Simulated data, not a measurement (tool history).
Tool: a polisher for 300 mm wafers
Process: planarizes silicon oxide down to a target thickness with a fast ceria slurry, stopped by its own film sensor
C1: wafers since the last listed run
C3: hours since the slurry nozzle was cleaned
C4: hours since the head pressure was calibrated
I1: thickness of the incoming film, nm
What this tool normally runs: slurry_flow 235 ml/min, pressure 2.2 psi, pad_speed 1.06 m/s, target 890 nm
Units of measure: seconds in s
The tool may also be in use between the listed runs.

run 1 hour=0.0 | slurry_flow=235 pressure=2.2 pad_speed=1.06 target=890 | C1=0 wafers_polished_on_this_pad=1607 C3=687.0 C4=161.3 | I1=1500.1 | seconds=42.1
run 2 hour=106.2 | slurry_flow=235 pressure=2.2 pad_speed=1.06 target=890 | C1=1445 wafers_polished_on_this_pad=3052 C3=793.2 C4=267.5 | I1=1538.8 | seconds=43.6
-- hour=159.5 slurry nozzle cleaned
run 3 hour=197.6 | slurry_flow=235 pressure=2.5 pad_speed=1.06 target=890 | C1=1230 wafers_polished_on_this_pad=4283 C3=38.1 C4=358.9 | I1=1518.5 | seconds=37.6
run 4 hour=234.4 | slurry_flow=235 pressure=2.5 pad_speed=1.06 target=890 | C1=500 wafers_polished_on_this_pad=4783 C3=74.9 C4=395.7 | I1=1515.7 | seconds=38.9
-- hour=365.1 worn pad replaced by a new one
run 5 hour=548.7 | slurry_flow=235 pressure=2.2 pad_speed=1.30 target=890 | C1=4222 wafers_polished_on_this_pad=2499 C3=389.2 C4=710.0 | I1=1513.8 | seconds=33.3
run 6 hour=656.6 | slurry_flow=170 pressure=2.2 pad_speed=1.06 target=1005 | C1=1468 wafers_polished_on_this_pad=3967 C3=497.1 C4=817.9 | I1=1541.4 | seconds=36.5
run 7 hour=696.6 | slurry_flow=180 pressure=2.2 pad_speed=0.90 target=890 | C1=544 wafers_polished_on_this_pad=4511 C3=537.1 C4=857.9 | I1=1527.9 | seconds=49.8
run 8 hour=772.5 | slurry_flow=235 pressure=2.2 pad_speed=1.06 target=890 | C1=1032 wafers_polished_on_this_pad=5544 C3=613.0 C4=933.8 | I1=1532.6 | seconds=42.0
-- hour=832.9 worn pad replaced by a new one
run 9 hour=834.0 | slurry_flow=235 pressure=2.2 pad_speed=1.06 target=890 | C1=782 wafers_polished_on_this_pad=14 C3=674.5 C4=995.3 | I1=1504.5 | seconds=40.9
run 10 hour=937.1 | slurry_flow=235 pressure=2.2 pad_speed=1.06 target=890 | C1=1402 wafers_polished_on_this_pad=1417 C3=777.6 C4=1098.4 | I1=1497.6 | seconds=40.5
-- hour=1021.3 head pressure recalibrated
run 11 hour=1044.5 | slurry_flow=235 pressure=2.2 pad_speed=1.06 target=890 | C1=1434 wafers_polished_on_this_pad=2851 C3=885.0 C4=23.2 | I1=1495.4 | seconds=41.7
-- hour=1084.2 slurry nozzle cleaned
run 12 hour=1100.9 | slurry_flow=235 pressure=2.2 pad_speed=1.06 target=890 | C1=753 wafers_polished_on_this_pad=3605 C3=16.7 C4=79.6 | I1=1518.7 | seconds=43.8
run 13 hour=1146.9 | slurry_flow=235 pressure=2.2 pad_speed=1.06 target=890 | C1=625 wafers_polished_on_this_pad=4231 C3=62.7 C4=125.6 | I1=1533.1 | seconds=43.8
run 14 hour=1200.1 | slurry_flow=235 pressure=2.2 pad_speed=1.06 target=890 | C1=723 wafers_polished_on_this_pad=4955 C3=115.9 C4=178.8 | I1=1553.4 | seconds=44.8
run 15 hour=1241.3 | slurry_flow=235 pressure=2.2 pad_speed=1.34 target=1101 | C1=560 wafers_polished_on_this_pad=5516 C3=157.1 C4=220.0 | I1=1512.3 | seconds=22.3
-- hour=1272.9 worn pad replaced by a new one
run 16 hour=1298.3 | slurry_flow=235 pressure=2.2 pad_speed=1.06 target=890 | C1=721 wafers_polished_on_this_pad=345 C3=214.1 C4=277.0 | I1=1532.8 | seconds=43.6
run 17 hour=1395.8 | slurry_flow=235 pressure=2.2 pad_speed=1.06 target=890 | C1=1326 wafers_polished_on_this_pad=1672 C3=311.6 C4=374.5 | I1=1521.5 | seconds=43.0
run 18 hour=1562.1 | slurry_flow=235 pressure=2.2 pad_speed=1.22 target=890 | C1=2263 wafers_polished_on_this_pad=3935 C3=477.9 C4=540.8 | I1=1518.6 | seconds=35.3
run 19 hour=1668.3 | slurry_flow=280 pressure=2.8 pad_speed=0.94 target=1027 | C1=1445 wafers_polished_on_this_pad=5380 C3=584.1 C4=647.0 | I1=1521.7 | seconds=30.0
-- hour=1733.6 worn pad replaced by a new one
-- hour=1837.5 slurry nozzle cleaned
run 20 hour=1892.3 | slurry_flow=180 pressure=2.2 pad_speed=0.90 target=890 | C1=2980 wafers_polished_on_this_pad=2146 C3=54.8 C4=871.0 | I1=1531.4 | seconds=50.1
run 21 hour=1960.1 | slurry_flow=235 pressure=2.2 pad_speed=1.06 target=890 | C1=922 wafers_polished_on_this_pad=3068 C3=122.6 C4=938.8 | I1=1535.8 | seconds=42.1
-- hour=2002.9 head pressure recalibrated
run 22 hour=2015.4 | slurry_flow=235 pressure=2.8 pad_speed=1.06 target=890 | C1=725 wafers_polished_on_this_pad=3794 C3=177.9 C4=12.5 | I1=1496.2 | seconds=34.9
run 23 hour=2090.0 | slurry_flow=235 pressure=2.2 pad_speed=1.06 target=742 | C1=1015 wafers_polished_on_this_pad=4809 C3=252.5 C4=87.1 | I1=1495.5 | seconds=50.9
-- hour=2160.2 worn pad replaced by a new one
run 24 hour=2185.4 | slurry_flow=235 pressure=2.5 pad_speed=1.06 target=890 | C1=1243 wafers_polished_on_this_pad=342 C3=347.9 C4=182.5 | I1=1538.7 | seconds=40.4
run 25 hour=2231.9 | slurry_flow=235 pressure=1.9 pad_speed=1.06 target=890 | C1=632 wafers_polished_on_this_pad=975 C3=394.4 C4=229.0 | I1=1513.8 | seconds=44.9
run 26 hour=2289.4 | slurry_flow=235 pressure=1.5 pad_speed=1.06 target=890 | C1=782 wafers_polished_on_this_pad=1757 C3=451.9 C4=286.5 | I1=1528.8 | seconds=54.9
run 27 hour=2385.7 | slurry_flow=235 pressure=2.2 pad_speed=1.06 target=890 | C1=1310 wafers_polished_on_this_pad=3067 C3=548.2 C4=382.8 | I1=1535.3 | seconds=43.8
run 28 hour=2490.2 | slurry_flow=235 pressure=2.2 pad_speed=0.94 target=1105 | C1=1422 wafers_polished_on_this_pad=4490 C3=652.7 C4=487.3 | I1=1504.8 | seconds=29.6

For each entry between runs, how does the tool's hidden state at the last listed run before it compare with that at the first listed run after it?
Logged between run 2 and run 3: slurry nozzle cleaned (hour 159.5)
  deviation of the head's pressure from its setpoint, %: 6 -> 7.33
  what was measured, less what the result would be without the hidden state, seconds: -1.7 -> -1.8 s
Logged between run 4 and run 5: worn pad replaced by a new one (hour 365.1)
  deviation of the head's pressure from its setpoint, %: 7.79 -> 10.3
  what was measured, less what the result would be without the hidden state, seconds: -2.0 -> -2.3 s
Logged between run 8 and run 9: worn pad replaced by a new one (hour 832.9)
  deviation of the head's pressure from its setpoint, %: 11.1 -> 11.3
  what was measured, less what the result would be without the hidden state, seconds: -3.0 -> -3.0 s
Logged between run 10 and run 11: head pressure recalibrated (hour 1021.3)
  deviation of the head's pressure from its setpoint, %: 11.5 -> 1.65
  what was measured, less what the result would be without the hidden state, seconds: -3.1 -> -0.5 s
Logged between run 11 and run 12: slurry nozzle cleaned (hour 1084.2)
  deviation of the head's pressure from its setpoint, %: 1.65 -> 3.29
  what was measured, less what the result would be without the hidden state, seconds: -0.5 -> -0.9 s
Logged between run 15 and run 16: worn pad replaced by a new one (hour 1272.9)
  deviation of the head's pressure from its setpoint, %: 6.47 -> 7.46
  what was measured, less what the result would be without the hidden state, seconds: -0.9 -> -2.1 s
Logged between run 19 and run 20: worn pad replaced by a new one (hour 1733.6); slurry nozzle cleaned (hour 1837.5)
  deviation of the head's pressure from its setpoint, %: 11.2 -> 12.3
  what was measured, less what the result would be without the hidden state, seconds: -2.1 -> -4.0 s
Logged between run 21 and run 22: head pressure recalibrated (hour 2002.9)
  deviation of the head's pressure from its setpoint, %: 12.5 -> -0.349
  what was measured, less what the result would be without the hidden state, seconds: -3.5 -> +0.1 s
Logged between run 23 and run 24: worn pad replaced by a new one (hour 2160.2)
  deviation of the head's pressure from its setpoint, %: 1.84 -> 4.08
  what was measured, less what the result would be without the hidden state, seconds: -0.6 -> -1.0 s

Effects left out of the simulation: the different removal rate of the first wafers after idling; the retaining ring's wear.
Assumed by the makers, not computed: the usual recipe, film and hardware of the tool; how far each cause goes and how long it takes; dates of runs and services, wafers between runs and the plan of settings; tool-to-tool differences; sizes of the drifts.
